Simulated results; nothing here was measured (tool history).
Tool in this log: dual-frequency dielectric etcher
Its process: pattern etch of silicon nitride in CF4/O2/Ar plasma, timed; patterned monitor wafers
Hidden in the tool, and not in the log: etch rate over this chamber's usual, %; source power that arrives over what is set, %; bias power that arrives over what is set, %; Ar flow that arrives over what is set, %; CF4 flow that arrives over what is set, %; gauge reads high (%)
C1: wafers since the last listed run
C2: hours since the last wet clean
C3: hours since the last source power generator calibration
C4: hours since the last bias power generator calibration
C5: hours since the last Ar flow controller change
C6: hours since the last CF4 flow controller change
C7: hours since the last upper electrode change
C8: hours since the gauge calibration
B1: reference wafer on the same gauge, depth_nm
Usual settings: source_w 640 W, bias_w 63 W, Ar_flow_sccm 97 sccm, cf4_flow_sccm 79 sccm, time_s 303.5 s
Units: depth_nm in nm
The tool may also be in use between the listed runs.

Run 1, hour 0: usual settings; C1 0; C2 461.1; C3 1781.4; C4 3003.5; C5 5835.6; C6 184.8; C7 62.3; C8 778.3; B1 599.4. Result: depth_nm 661.9 nm.
At hour 17.1: Ar flow controller replaced.
Run 2, hour 24.5: usual settings but source_w 550 W, Ar_flow_sccm 79 sccm; C1 86; C2 485.6; C3 1805.9; C4 3028; C5 7.4; C6 209.3; C7 86.8; C8 802.8; B1 598.9. Result: depth_nm 498.2 nm.
Run 3, hour 39.1: usual settings but source_w 590 W, cf4_flow_sccm 91 sccm, time_s 330 s; C1 68; C2 500.2; C3 1820.5; C4 3042.6; C5 22; C6 223.9; C7 101.4; C8 817.4; B1 599. Result: depth_nm 625.2 nm.
Run 4, hour 73.2: usual settings but source_w 590 W, bias_w 73 W; C1 159; C2 534.3; C3 1854.6; C4 3076.7; C5 56.1; C6 258; C7 135.5; C8 851.5; B1 599.6. Result: depth_nm 596.1 nm.
At hour 73.7: gauge calibrated.
Run 5, hour 88.9: usual settings; C1 73; C2 550; C3 1870.3; C4 3092.4; C5 71.8; C6 273.7; C7 151.2; C8 15.2; B1 599.1. Result: depth_nm 660.1 nm.
At hour 114.9: wet clean of the chamber.
Run 6, hour 115.4: usual settings but source_w 700 W, bias_w 58 W, time_s 216 s; C1 11; C2 0.5; C3 1896.8; C4 3118.9; C5 98.3; C6 300.2; C7 177.7; C8 41.7; B1 598.7. Result: depth_nm 549.9 nm.
Run 7, hour 141.2: usual settings but source_w 550 W, bias_w 55 W, Ar_flow_sccm 120 sccm, cf4_flow_sccm 95 sccm; C1 120; C2 26.3; C3 1922.6; C4 3144.7; C5 124.1; C6 326; C7 203.5; C8 67.5; B1 599. Result: depth_nm 470.4 nm.
Run 8, hour 176.2: usual settings but bias_w 71 W; C1 163; C2 61.3; C3 1957.6; C4 3179.7; C5 159.1; C6 361; C7 238.5; C8 102.5; B1 599.7. Result: depth_nm 709.1 nm.
Run 9, hour 204.7: usual settings but source_w 800 W, cf4_flow_sccm 90 sccm; C1 132; C2 89.8; C3 1986.1; C4 3208.2; C5 187.6; C6 389.5; C7 267; C8 131; B1 599. Result: depth_nm 990.9 nm.
Run 10, hour 219.5: usual settings; C1 69; C2 104.6; C3 2000.9; C4 3223; C5 202.4; C6 404.3; C7 281.8; C8 145.8; B1 598.9. Result: depth_nm 677.4 nm.
At hour 230.5: bias power generator calibrated.
Run 11, hour 252.6: usual settings but source_w 500 W, time_s 236.5 s; C1 135; C2 137.7; C3 2034; C4 22.1; C5 235.5; C6 437.4; C7 314.9; C8 178.9; B1 598.5. Result: depth_nm 307.8 nm.
At hour 280.3: source power generator calibrated.
Run 12, hour 332.7: usual settings but source_w 540 W; C1 354; C2 217.8; C3 52.4; C4 102.2; C5 315.6; C6 517.5; C7 395; C8 259; B1 598.4. Result: depth_nm 479.7 nm.
Run 13, hour 353: usual settings but source_w 560 W, bias_w 59 W, cf4_flow_sccm 72 sccm, time_s 215 s; C1 94; C2 238.1; C3 72.7; C4 122.5; C5 335.9; C6 537.8; C7 415.3; C8 279.3; B1 598.4. Result: depth_nm 351.2 nm.
Run 14, hour 377.8: usual settings but bias_w 49 W; C1 115; C2 262.9; C3 97.5; C4 147.3; C5 360.7; C6 562.6; C7 440.1; C8 304.1; B1 598.9. Result: depth_nm 616.4 nm.
Run 15, hour 393.8: usual settings; C1 74; C2 278.9; C3 113.5; C4 163.3; C5 376.7; C6 578.6; C7 456.1; C8 320.1; B1 598.4. Result: depth_nm 668.4 nm.
Run 16, hour 418.9: usual settings; C1 117; C2 304; C3 138.6; C4 188.4; C5 401.8; C6 603.7; C7 481.2; C8 345.2; B1 598.8. Result: depth_nm 672.9 nm.
Run 17, hour 432.7: usual settings but cf4_flow_sccm 92 sccm; C1 64; C2 317.8; C3 152.4; C4 202.2; C5 415.6; C6 617.5; C7 495; C8 359; B1 600. Result: depth_nm 670.1 nm.

Run 18, settings as shown, results not yet in. Your forecast:
Run 18, hour 451.9: usual settings but bias_w 74 W, Ar_flow_sccm 111 sccm, cf4_flow_sccm 86 sccm; C1 89; C2 337; C3 171.6; C4 221.4; C5 434.8; C6 636.7; C7 514.2; C8 378.2; B1 ?. Result: depth_nm ?.

B1: 599
depth_nm: 705.1 nm
Take away the tool's hidden state, keep the run-to-run variation as it was, and the same run would have given depth_nm 720.3 nm.
